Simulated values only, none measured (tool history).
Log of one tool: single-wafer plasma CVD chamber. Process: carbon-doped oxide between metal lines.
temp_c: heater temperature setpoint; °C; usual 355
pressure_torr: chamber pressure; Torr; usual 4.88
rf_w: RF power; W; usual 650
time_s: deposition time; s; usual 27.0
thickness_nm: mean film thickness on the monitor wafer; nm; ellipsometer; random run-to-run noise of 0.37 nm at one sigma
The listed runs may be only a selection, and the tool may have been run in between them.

run	hour	temp_c	pressure_torr	rf_w	time_s	read-back reference wafer on the same gauge, thickness_nm	thickness_nm
1	0.0	355	4.88	650	27.0	133.011	156.376
2	68.6	355	4.88	650	27.0	133.159	156.614
3	121.8	355	4.88	650	27.0	133.256	157.290
4	170.7	355	4.88	650	27.0	133.243	157.263
5	305.8	355	4.88	650	27.0	133.567	157.571
6	345.2	355	4.88	650	27.0	133.615	157.850
7	401.1	355	4.88	650	27.0	133.730	158.053
8	482.2	355	4.88	650	27.0	133.861	157.276
9	566.2	355	4.88	650	27.0	133.950	157.283
# hour 595.4: showerhead replaced
# hour 639.5: capacitance manometer re-zeroed and calibrated
10	651.6	355	4.88	650	27.0	134.166	158.036
11	752.2	355	4.54	650	27.0	134.312	157.012
12	811.2	355	5.96	650	27.0	134.502	161.013
13	881.8	355	4.88	650	27.0	134.556	158.799
14	919.2	369	4.04	650	27.0	134.636	151.683
15	1006.5	365	3.95	650	27.0	134.774	152.533
# hour 1043.2: RF generator calibrated
16	1104.3	350	6.07	570	21.8	134.926	126.620
17	1399.9	355	4.88	650	27.0	135.429	160.469
18	1448.8	355	3.76	600	27.0	135.584	151.298
19	1512.4	348	4.88	650	29.4	135.644	176.862
# hour 1529.6: capacitance manometer re-zeroed and calibrated
# hour 1530.0: thermocouple changed; heater temperature recalibrated
20	1570.6	355	5.35	685	27.0	135.823	164.512
# hour 1631.9: gauge calibrated
21	1842.7	355	4.29	540	27.0	133.075	144.141
22	1909.6	355	6.06	650	27.0	133.236	160.420
23	2011.8	355	4.88	650	27.0	133.432	156.678
24	2100.1	346	4.88	650	27.0	133.538	160.315
25	2137.9	355	4.88	650	27.0	133.568	156.982
26	2220.9	343	3.86	730	28.7	133.770	176.977
27	2277.1	348	4.88	705	24.1	133.881	147.790
28	2324.3	362	4.48	740	23.6	133.953	141.815

Hidden state, per run?
wafer temperature above the value expected at the setpoint (K): 0 across all the runs
delivered RF power above the setpoint (%): 0 across all the runs
true pressure above the setpoint (%): 0 across all the runs
H1: gauge reads high (%)
run	H1
1	0.00494
2	0.0953
3	0.165
4	0.23
5	0.408
6	0.46
7	0.533
8	0.64
9	0.751
10	0.863
11	0.996
12	1.07
13	1.17
14	1.22
15	1.33
16	1.46
17	1.85
18	1.91
19	2
20	2.07
21	0.0708
22	0.159
23	0.294
24	0.41
25	0.46
26	0.569
27	0.643
28	0.705

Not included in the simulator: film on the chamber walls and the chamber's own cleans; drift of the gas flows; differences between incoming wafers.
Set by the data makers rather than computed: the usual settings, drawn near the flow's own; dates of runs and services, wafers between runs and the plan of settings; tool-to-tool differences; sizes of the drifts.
